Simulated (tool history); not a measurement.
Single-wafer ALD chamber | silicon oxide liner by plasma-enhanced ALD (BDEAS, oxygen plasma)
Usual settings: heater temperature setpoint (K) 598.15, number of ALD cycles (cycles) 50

run	day	heater temperature setpoint (K)	number of ALD cycles (cycles)	read-back reference wafer on the same gauge, thickness_nm	mean film thickness on the monitor wafer (angstrom)
1	0	591.15	50	5.293	45.77
2	0.75	598.15	50	5.297	45.47
3	1.95	598.15	50	5.285	45.8
4	3.392	598.15	50	5.285	45.65
5	4.133	598.15	50	5.299	45.66
6	4.671	598.15	50	5.294	45.6
7	5.942	598.15	50	5.287	45.59
8	6.625	598.15	50	5.289	45.55
9	7.596	598.15	50	5.295	45.58
10	8.288	598.15	50	5.283	45.63
11	9.646	598.15	50	5.298	45.62
12	11.017	598.15	50	5.291	45.67
# day 11.646: thermocouple changed; heater temperature recalibrated
13	12.046	598.15	50	5.293	45.63
14	12.762	586.15	45	5.295	41.96
# day 13.446: gauge calibrated
15	13.808	598.15	57	5.291	51.91
16	16.575	604.15	57	5.294	51.42
17	17.329	602.15	46	5.29	41.71
18	17.896	585.15	40	5.292	37.09
19	18.817	598.15	45	5.295	41.06
20	20.138	612.15	60	5.287	53.46
21	21.338	604.15	55	5.283	49.62
22	22.017	598.15	42	5.29	38.14
23	23.071	586.15	55	5.288	51.06
24	24.138	612.15	60	5.289	53.38
25	25.317	593.15	59	5.289	54.11
26	26.696	598.15	50	5.286	45.54

Forecast each of these 3 alternatives for the next run:
A	26.717	589.15	50	?	?
B	26.717	609.15	45	?	?
C	26.717	607.15	41	?	?

run	read-back reference wafer on the same gauge, thickness_nm	mean film thickness on the monitor wafer (angstrom)
A	5.289	45.93
B	5.289	40
C	5.289	36.56
Without the tool's hidden state the same runs would have given:
run	mean film thickness on the monitor wafer (angstrom)
A	45.93
B	40
C	36.56
